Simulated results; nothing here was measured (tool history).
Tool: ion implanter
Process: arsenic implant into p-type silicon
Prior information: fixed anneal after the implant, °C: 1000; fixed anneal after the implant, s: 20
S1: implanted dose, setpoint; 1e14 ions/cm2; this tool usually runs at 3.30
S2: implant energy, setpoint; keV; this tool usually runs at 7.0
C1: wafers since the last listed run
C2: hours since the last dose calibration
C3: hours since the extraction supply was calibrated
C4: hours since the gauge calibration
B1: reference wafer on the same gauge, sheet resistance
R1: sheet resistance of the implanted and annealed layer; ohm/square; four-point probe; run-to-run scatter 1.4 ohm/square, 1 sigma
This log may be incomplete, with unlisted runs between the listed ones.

run 1 hour=0.0 | S1=3.30 S2=7.0 | C1=0 C2=1766.9 C3=3197.9 C4=138.6 | B1=291.01 | R1=311.65
run 2 hour=71.5 | S1=3.30 S2=7.0 | C1=1562 C2=1838.4 C3=3269.4 C4=210.1 | B1=290.87 | R1=311.27
run 3 hour=94.5 | S1=3.52 S2=7.0 | C1=502 C2=1861.4 C3=3292.4 C4=233.1 | B1=290.98 | R1=297.08
run 4 hour=112.9 | S1=3.52 S2=7.0 | C1=402 C2=1879.8 C3=3310.8 C4=251.5 | B1=290.68 | R1=297.32
run 5 hour=128.2 | S1=3.30 S2=7.0 | C1=334 C2=1895.1 C3=3326.1 C4=266.8 | B1=291.45 | R1=311.69
run 6 hour=141.4 | S1=3.30 S2=7.0 | C1=288 C2=1908.3 C3=3339.3 C4=280.0 | B1=291.06 | R1=310.42
run 7 hour=171.4 | S1=3.30 S2=6.0 | C1=655 C2=1938.3 C3=3369.3 C4=310.0 | B1=290.95 | R1=315.56
-- hour=204.1 gauge calibrated
-- hour=208.5 Faraday cup replaced and dose calibrated
-- hour=210.5 extraction supply calibrated
run 8 hour=211.0 | S1=3.30 S2=6.0 | C1=646 C2=2.5 C3=0.5 C4=6.9 | B1=291.09 | R1=316.27
run 9 hour=220.0 | S1=3.30 S2=6.0 | C1=196 C2=11.5 C3=9.5 C4=15.9 | B1=291.17 | R1=316.30
run 10 hour=237.3 | S1=3.91 S2=8.5 | C1=378 C2=28.8 C3=26.8 C4=33.2 | B1=291.24 | R1=268.84
run 11 hour=266.3 | S1=3.99 S2=8.5 | C1=633 C2=57.8 C3=55.8 C4=62.2 | B1=291.16 | R1=265.52
run 12 hour=280.0 | S1=4.21 S2=5.5 | C1=299 C2=71.5 C3=69.5 C4=75.9 | B1=290.64 | R1=265.02
run 13 hour=295.7 | S1=3.30 S2=5.0 | C1=343 C2=87.2 C3=85.2 C4=91.6 | B1=290.65 | R1=320.87
run 14 hour=317.7 | S1=3.92 S2=7.0 | C1=480 C2=109.2 C3=107.2 C4=113.6 | B1=290.92 | R1=274.11
run 15 hour=340.1 | S1=3.30 S2=7.0 | C1=489 C2=131.6 C3=129.6 C4=136.0 | B1=291.22 | R1=312.18
run 16 hour=374.0 | S1=3.30 S2=7.0 | C1=740 C2=165.5 C3=163.5 C4=169.9 | B1=290.98 | R1=312.43
run 17 hour=409.6 | S1=3.30 S2=7.0 | C1=778 C2=201.1 C3=199.1 C4=205.5 | B1=291.19 | R1=312.05
run 18 hour=424.7 | S1=2.39 S2=8.5 | C1=330 C2=216.2 C3=214.2 C4=220.6 | B1=290.90 | R1=394.38
run 19 hour=448.8 | S1=3.05 S2=8.5 | C1=526 C2=240.3 C3=238.3 C4=244.7 | B1=291.13 | R1=324.12

Each row is a separate what-if for the run after 19, all from the same tool condition, not one after another. Results?
run A hour=449.2 | S1=3.30 S2=7.0 | C1=8 C2=240.7 C3=238.7 C4=245.1 | B1=? | R1=?
run B hour=449.2 | S1=4.13 S2=8.0 | C1=8 C2=240.7 C3=238.7 C4=245.1 | B1=? | R1=?
run C hour=449.2 | S1=3.30 S2=5.5 | C1=8 C2=240.7 C3=238.7 C4=245.1 | B1=? | R1=?

run=A B1=290.79 R1=312.92
run=B B1=290.79 R1=261.16
run=C B1=290.79 R1=319.26
With no hidden state in the tool, these same runs would have given:
run=A R1=312.92
run=B R1=261.16
run=C R1=319.26

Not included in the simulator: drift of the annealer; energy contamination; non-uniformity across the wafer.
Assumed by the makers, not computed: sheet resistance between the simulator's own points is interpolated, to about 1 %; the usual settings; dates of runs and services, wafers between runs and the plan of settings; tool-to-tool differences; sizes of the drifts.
